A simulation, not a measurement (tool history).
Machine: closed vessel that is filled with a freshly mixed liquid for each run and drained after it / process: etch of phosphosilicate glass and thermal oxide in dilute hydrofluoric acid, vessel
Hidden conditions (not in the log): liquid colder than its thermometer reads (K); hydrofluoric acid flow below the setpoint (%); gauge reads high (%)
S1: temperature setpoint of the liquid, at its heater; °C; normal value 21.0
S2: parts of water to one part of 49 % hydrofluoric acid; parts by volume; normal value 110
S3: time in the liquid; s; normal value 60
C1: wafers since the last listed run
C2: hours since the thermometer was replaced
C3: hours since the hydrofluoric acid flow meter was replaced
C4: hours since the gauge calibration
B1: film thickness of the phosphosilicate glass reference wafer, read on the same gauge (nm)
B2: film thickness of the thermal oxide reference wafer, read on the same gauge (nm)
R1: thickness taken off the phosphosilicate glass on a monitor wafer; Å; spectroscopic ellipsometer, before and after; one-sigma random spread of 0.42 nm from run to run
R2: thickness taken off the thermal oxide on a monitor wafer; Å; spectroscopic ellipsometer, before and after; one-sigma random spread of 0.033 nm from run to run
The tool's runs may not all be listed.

run,hour,S1,S2,S3,C1,C2,C3,C4,B1,B2,R1,R2
1,0.0,21.0,130,60,0,218.4,2022.9,297.3,49.99,49.968,557.7,19.37
2,23.0,21.0,130,60,2936,241.4,2045.9,320.3,49.98,49.967,551.9,19.49
3,58.4,17.0,110,50,4519,276.8,2081.3,355.7,50.04,50.014,468.7,16.43
4,75.1,17.0,110,50,2132,293.5,2098.0,372.4,49.98,50.023,472.8,16.74
5,101.1,17.0,110,50,3319,319.5,2124.0,398.4,49.99,49.996,463.1,16.19
# hour 119.4: gauge calibrated
6,157.6,21.0,110,75,7213,376.0,2180.5,38.2,50.01,50.007,816.3,28.26
7,187.1,21.0,110,75,3766,405.5,2210.0,67.7,50.00,50.019,802.7,28.13
8,199.3,21.0,110,60,1557,417.7,2222.2,79.9,49.99,49.979,646.8,22.55
9,228.6,25.5,85,85,3740,447.0,2251.5,109.2,50.01,50.020,1464.0,50.99
10,256.1,17.5,110,70,3510,474.5,2279.0,136.7,50.01,50.045,641.2,22.69
11,270.3,24.0,110,70,1812,488.7,2293.2,150.9,49.98,50.003,832.1,30.22
# hour 271.8: thermometer replaced
12,286.3,21.0,110,60,1914,14.5,2309.2,166.9,49.98,49.990,681.6,24.71
# hour 289.1: hydrofluoric acid flow meter replaced
13,304.6,23.5,110,60,2208,32.8,15.5,185.2,49.98,49.993,759.9,26.45
14,330.8,18.0,75,50,3344,59.0,41.7,211.4,50.00,49.975,773.0,27.63
15,355.2,24.5,80,75,3115,83.4,66.1,235.8,50.00,49.981,1419.6,50.34
16,385.2,24.5,75,45,3829,113.4,96.1,265.8,49.95,50.005,894.3,31.27

Hidden state, per run?
hydrofluoric acid flow below the setpoint (%): 0 on each run
gauge reads high (%): 0 on each run
H1: liquid colder than its thermometer reads (K)
run,H1
1,1.06
2,1.17
3,1.34
4,1.42
5,1.54
6,1.8
7,1.94
8,2
9,2.14
10,2.27
11,2.33
12,0.276
13,0.362
14,0.485
15,0.599
16,0.74
